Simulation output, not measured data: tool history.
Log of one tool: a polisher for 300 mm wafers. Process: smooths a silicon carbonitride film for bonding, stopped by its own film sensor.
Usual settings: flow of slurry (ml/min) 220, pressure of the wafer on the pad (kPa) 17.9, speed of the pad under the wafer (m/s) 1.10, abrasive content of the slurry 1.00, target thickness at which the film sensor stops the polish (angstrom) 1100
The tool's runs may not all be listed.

| run | day | flow of slurry (ml/min) | pressure of the wafer on the pad (kPa) | speed of the pad under the wafer (m/s) | abrasive content of the slurry | target thickness at which the film sensor stops the polish (angstrom) | incoming thickness of the incoming film, nm | time until the film sensor stopped the polish (s) |
|---|---|---|---|---|---|---|---|---|
| 1 | 0.000 | 220 | 17.9 | 1.10 | 1.00 | 1100 | 142.6 | 123.4 |
| 2 | 0.708 | 220 | 17.9 | 1.10 | 1.00 | 1100 | 140.6 | 112.9 |
|  | 1.388 | worn pad replaced by a new one |
| 3 | 1.408 | 220 | 17.9 | 1.10 | 1.00 | 1070 | 139.1 | 121.0 |
| 4 | 2.758 | 220 | 17.9 | 1.10 | 1.00 | 1070 | 140.0 | 124.9 |
| 5 | 3.375 | 220 | 17.9 | 1.10 | 1.00 | 1100 | 138.7 | 114.4 |
| 6 | 4.104 | 220 | 17.9 | 1.10 | 1.00 | 1100 | 141.5 | 125.1 |
| 7 | 4.392 | 220 | 17.9 | 1.10 | 1.00 | 1100 | 140.0 | 118.9 |
|  | 4.767 | worn pad replaced by a new one |
|  | 4.858 | slurry nozzle cleaned |
| 8 | 4.879 | 220 | 17.9 | 1.10 | 1.00 | 1100 | 140.8 | 123.7 |
| 9 | 5.604 | 220 | 17.9 | 1.10 | 1.00 | 1100 | 140.8 | 130.3 |
|  | 5.775 | head pressure recalibrated |
| 10 | 6.108 | 220 | 17.9 | 1.10 | 1.00 | 1100 | 140.3 | 124.1 |
|  | 6.388 | slurry blender recalibrated |
| 11 | 6.842 | 220 | 17.9 | 1.10 | 1.00 | 1100 | 141.5 | 104.3 |
| 12 | 7.525 | 220 | 17.9 | 1.10 | 1.00 | 1100 | 140.5 | 101.6 |
| 13 | 7.850 | 220 | 17.9 | 1.00 | 0.85 | 1100 | 141.6 | 123.9 |
|  | 8.617 | worn pad replaced by a new one |
| 14 | 8.638 | 220 | 17.9 | 1.10 | 1.00 | 1100 | 141.4 | 104.9 |
| 15 | 9.138 | 220 | 17.9 | 1.10 | 0.75 | 1100 | 140.5 | 124.0 |
| 16 | 9.562 | 220 | 24.1 | 0.76 | 1.00 | 1100 | 139.8 | 89.6 |
| 17 | 10.108 | 220 | 17.9 | 1.10 | 1.20 | 1130 | 140.2 | 83.7 |

Forecast run 18:
| 18 | 10.400 | 220 | 17.9 | 1.10 | 1.20 | 1100 | 140.3 | ? |

Run 18 gave time until the film sensor stopped the polish (s) 94.4.
Without the tool's hidden state the same run would have given time until the film sensor stopped the polish (s) 93.4.

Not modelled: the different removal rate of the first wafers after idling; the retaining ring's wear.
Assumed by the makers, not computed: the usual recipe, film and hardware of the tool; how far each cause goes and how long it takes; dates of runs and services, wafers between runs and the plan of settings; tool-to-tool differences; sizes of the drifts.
